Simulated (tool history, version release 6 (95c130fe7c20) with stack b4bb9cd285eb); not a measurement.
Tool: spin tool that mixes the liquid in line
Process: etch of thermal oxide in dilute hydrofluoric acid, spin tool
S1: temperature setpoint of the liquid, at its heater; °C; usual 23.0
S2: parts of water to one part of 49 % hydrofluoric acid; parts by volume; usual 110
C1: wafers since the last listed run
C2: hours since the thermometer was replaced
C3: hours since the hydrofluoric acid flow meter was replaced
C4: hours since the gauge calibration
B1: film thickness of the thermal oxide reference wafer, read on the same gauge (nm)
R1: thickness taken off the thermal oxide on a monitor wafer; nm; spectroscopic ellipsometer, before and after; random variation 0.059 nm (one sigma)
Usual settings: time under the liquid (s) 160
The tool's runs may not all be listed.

Run 1, day 0.000: usual settings but S2 90 parts by volume; C1 0; C2 991.5; C3 1156.4; C4 1074.5; B1 120.00. Result: R1 8.96 nm.
Run 2, day 3.683: usual settings but S2 90 parts by volume; C1 436; C2 1079.9; C3 1244.8; C4 1162.9; B1 120.02. Result: R1 8.99 nm.
Run 3, day 7.633: usual settings but S2 90 parts by volume; C1 467; C2 1174.7; C3 1339.6; C4 1257.7; B1 119.99. Result: R1 8.94 nm.
Run 4, day 12.012: usual settings; C1 518; C2 1279.8; C3 1444.7; C4 1362.8; B1 120.00. Result: R1 7.13 nm.
Run 5, day 13.629: usual settings; C1 191; C2 1318.6; C3 1483.5; C4 1401.6; B1 119.98. Result: R1 7.12 nm.
Run 6, day 17.275: usual settings; C1 431; C2 1406.1; C3 1571.0; C4 1489.1; B1 119.98. Result: R1 7.27 nm.
Run 7, day 23.946: usual settings; C1 790; C2 1566.2; C3 1731.1; C4 1649.2; B1 119.99. Result: R1 7.27 nm.
Run 8, day 28.350: usual settings; C1 521; C2 1671.9; C3 1836.8; C4 1754.9; B1 120.04. Result: R1 7.18 nm.
Run 9, day 32.183: usual settings; C1 454; C2 1763.9; C3 1928.8; C4 1846.9; B1 119.98. Result: R1 7.34 nm.
At day 33.517: hydrofluoric acid flow meter replaced.
Run 10, day 36.079: usual settings; C1 456; C2 1857.4; C3 61.5; C4 1940.4; B1 119.98. Result: R1 7.30 nm.
At day 37.279: thermometer replaced.
Run 11, day 39.017: usual settings; C1 342; C2 41.7; C3 132.0; C4 2010.9; B1 119.99. Result: R1 7.05 nm.
Run 12, day 42.100: usual settings but S2 95 parts by volume, time under the liquid (s) 205; C1 365; C2 115.7; C3 206.0; C4 2084.9; B1 120.03. Result: R1 10.54 nm.
Run 13, day 45.879: usual settings but S2 95 parts by volume, time under the liquid (s) 205; C1 447; C2 206.4; C3 296.7; C4 2175.6; B1 119.99. Result: R1 10.45 nm.
Run 14, day 49.888: usual settings but S2 95 parts by volume, time under the liquid (s) 205; C1 474; C2 302.6; C3 392.9; C4 2271.8; B1 119.99. Result: R1 10.69 nm.
Run 15, day 53.525: usual settings but S1 19.5 °C, S2 70 parts by volume; C1 430; C2 389.9; C3 480.2; C4 2359.1; B1 119.97. Result: R1 9.91 nm.
Run 16, day 55.967: usual settings but S1 19.5 °C, S2 70 parts by volume; C1 289; C2 448.5; C3 538.8; C4 2417.7; B1 120.00. Result: R1 9.92 nm.
Run 17, day 57.525: usual settings; C1 184; C2 485.9; C3 576.2; C4 2455.1; B1 120.01. Result: R1 7.09 nm.
Run 18, day 59.088: usual settings but S1 25.5 °C, S2 135 parts by volume; C1 185; C2 523.4; C3 613.7; C4 2492.6; B1 119.96. Result: R1 6.08 nm.
Run 19, day 62.054: usual settings but time under the liquid (s) 235; C1 351; C2 594.6; C3 684.9; C4 2563.8; B1 119.97. Result: R1 10.26 nm.
At day 63.662: gauge calibrated.
Run 20, day 65.962: usual settings but S1 26.0 °C, S2 90 parts by volume, time under the liquid (s) 105; C1 462; C2 688.4; C3 778.7; C4 55.2; B1 120.00. Result: R1 6.61 nm.
Run 21, day 70.183: usual settings but S1 25.5 °C, S2 160 parts by volume, time under the liquid (s) 250; C1 499; C2 789.7; C3 880.0; C4 156.5; B1 119.95. Result: R1 7.89 nm.
Run 22, day 73.329: usual settings but S1 19.0 °C, time under the liquid (s) 65; C1 372; C2 865.2; C3 955.5; C4 232.0; B1 120.06. Result: R1 2.45 nm.
Run 23, day 77.425: usual settings but S1 26.0 °C, S2 75 parts by volume; C1 485; C2 963.5; C3 1053.8; C4 330.3; B1 119.97. Result: R1 12.24 nm.
Run 24, day 81.046: usual settings; C1 428; C2 1050.4; C3 1140.7; C4 417.2; B1 120.02. Result: R1 7.01 nm.
Run 25, day 83.129: usual settings; C1 246; C2 1100.4; C3 1190.7; C4 467.2; B1 120.06. Result: R1 7.21 nm.
Run 26, day 85.162: usual settings but S1 18.5 °C, S2 95 parts by volume, time under the liquid (s) 215; C1 240; C2 1149.2; C3 1239.5; C4 516.0; B1 120.00. Result: R1 9.43 nm.
Run 27, day 87.321: usual settings but S1 21.5 °C, S2 65 parts by volume, time under the liquid (s) 250; C1 255; C2 1201.0; C3 1291.3; C4 567.8; B1 120.00. Result: R1 18.93 nm.
Run 28, day 91.108: usual settings but S1 26.0 °C; C1 448; C2 1291.9; C3 1382.2; C4 658.7; B1 120.04. Result: R1 8.01 nm.
Run 29, day 93.571: usual settings but S1 27.0 °C, S2 75 parts by volume, time under the liquid (s) 195; C1 291; C2 1351.0; C3 1441.3; C4 717.8; B1 119.99. Result: R1 15.45 nm.
Run 30, day 95.075: usual settings; C1 178; C2 1387.1; C3 1477.4; C4 753.9; B1 119.97. Result: R1 7.13 nm.
Run 31, day 98.367: usual settings but S1 26.5 °C, S2 150 parts by volume, time under the liquid (s) 190; C1 389; C2 1466.1; C3 1556.4; C4 832.9; B1 119.98. Result: R1 6.86 nm.
At day 101.554: thermometer replaced.
Run 32, day 102.600: usual settings but S2 70 parts by volume; C1 496; C2 25.1; C3 1658.0; C4 934.5; B1 119.97. Result: R1 11.33 nm.
Run 33, day 105.854: usual settings but S1 18.5 °C, S2 85 parts by volume, time under the liquid (s) 115; C1 385; C2 103.2; C3 1736.1; C4 1012.6; B1 120.03. Result: R1 5.53 nm.

Forecast each of these 5 alternatives for the next run:
Run A, day 105.875: usual settings but S1 19.0 °C; C1 2; C2 103.7; C3 1736.6; C4 1013.1; B1 ?. Result: R1 ?.
Run B, day 105.875: usual settings but time under the liquid (s) 190; C1 2; C2 103.7; C3 1736.6; C4 1013.1; B1 ?. Result: R1 ?.
Run C, day 105.875: usual settings but S1 24.5 °C, S2 70 parts by volume, time under the liquid (s) 250; C1 2; C2 103.7; C3 1736.6; C4 1013.1; B1 ?. Result: R1 ?.
Run D, day 105.875: usual settings but S1 25.0 °C, time under the liquid (s) 240; C1 2; C2 103.7; C3 1736.6; C4 1013.1; B1 ?. Result: R1 ?.
Run E, day 105.875: usual settings but S1 20.0 °C, S2 160 parts by volume, time under the liquid (s) 215; C1 2; C2 103.7; C3 1736.6; C4 1013.1; B1 ?. Result: R1 ?.

run      B1     R1
  A  120.02   5.89
  B  120.02   8.23
  C  120.02  18.98
  D  120.02  11.24
  E  120.02   5.38
Without the tool's hidden state the same runs would have given:
run     R1
  A   5.87
  B   8.20
  C  18.91
  D  11.20
  E   5.36
